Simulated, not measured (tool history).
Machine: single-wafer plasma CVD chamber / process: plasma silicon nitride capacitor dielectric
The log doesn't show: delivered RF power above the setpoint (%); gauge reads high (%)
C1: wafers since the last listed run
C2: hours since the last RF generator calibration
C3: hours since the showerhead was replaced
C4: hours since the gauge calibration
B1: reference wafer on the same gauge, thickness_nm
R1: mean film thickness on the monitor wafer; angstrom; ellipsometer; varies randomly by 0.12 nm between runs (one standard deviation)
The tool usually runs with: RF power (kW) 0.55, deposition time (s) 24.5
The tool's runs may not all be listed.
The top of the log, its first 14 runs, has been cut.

Run 15, hour 322.8: usual settings; C1 507; C2 1127.2; C3 3071.7; C4 77.3; B1 38.067. Result: R1 348.52 angstrom.
Run 16, hour 353.2: usual settings; C1 782; C2 1157.6; C3 3102.1; C4 107.7; B1 38.075. Result: R1 344.65 angstrom.
Run 17, hour 369.1: usual settings but deposition time (s) 21.1; C1 409; C2 1173.5; C3 3118; C4 123.6; B1 38.103. Result: R1 297.86 angstrom.
Run 18, hour 396: usual settings but deposition time (s) 21.1; C1 692; C2 1200.4; C3 3144.9; C4 150.5; B1 38.082. Result: R1 300.66 angstrom.
Run 19, hour 429.2: usual settings but deposition time (s) 21.1; C1 854; C2 1233.6; C3 3178.1; C4 183.7; B1 38.133. Result: R1 299.14 angstrom.
Run 20, hour 456.2: usual settings; C1 694; C2 1260.6; C3 3205.1; C4 210.7; B1 38.121. Result: R1 345.56 angstrom.
Run 21, hour 480.2: usual settings but RF power (kW) 0.455; C1 617; C2 1284.6; C3 3229.1; C4 234.7; B1 38.109. Result: R1 311.75 angstrom.
Run 22, hour 523.9: usual settings but RF power (kW) 0.595, deposition time (s) 28.5; C1 1124; C2 1328.3; C3 3272.8; C4 278.4; B1 38.091. Result: R1 416.52 angstrom.
Run 23, hour 541.4: usual settings; C1 450; C2 1345.8; C3 3290.3; C4 295.9; B1 38.082. Result: R1 347.79 angstrom.
Run 24, hour 576.6: usual settings but RF power (kW) 0.595; C1 906; C2 1381; C3 3325.5; C4 331.1; B1 38.119. Result: R1 360.62 angstrom.
Run 25, hour 596.1: usual settings but RF power (kW) 0.61; C1 501; C2 1400.5; C3 3345; C4 350.6; B1 38.099. Result: R1 365.64 angstrom.
Run 26, hour 613.2: usual settings; C1 440; C2 1417.6; C3 3362.1; C4 367.7; B1 38.086. Result: R1 347.81 angstrom.
Run 27, hour 628.4: usual settings but RF power (kW) 0.47, deposition time (s) 28.3; C1 391; C2 1432.8; C3 3377.3; C4 382.9; B1 38.115. Result: R1 365.32 angstrom.
At hour 649.4: RF generator calibrated.
Run 28, hour 662.7: usual settings; C1 676; C2 13.3; C3 3411.6; C4 417.2; B1 38.094. Result: R1 358.24 angstrom.
At hour 687: showerhead replaced.
Run 29, hour 697.6: usual settings but RF power (kW) 0.615, deposition time (s) 26.9; C1 692; C2 48.2; C3 10.6; C4 452.1; B1 38.101. Result: R1 414.08 angstrom.

Run 30 has not been measured yet. What should we expect?
Run 30, hour 732.3: usual settings but RF power (kW) 0.59, deposition time (s) 28.8; C1 893; C2 82.9; C3 45.3; C4 486.8; B1 ?. Result: R1 ?.

B1: 38.093
R1: 431.87 angstrom
The same run, on a tool lacking any hidden state, would have yielded R1 434.97 angstrom.
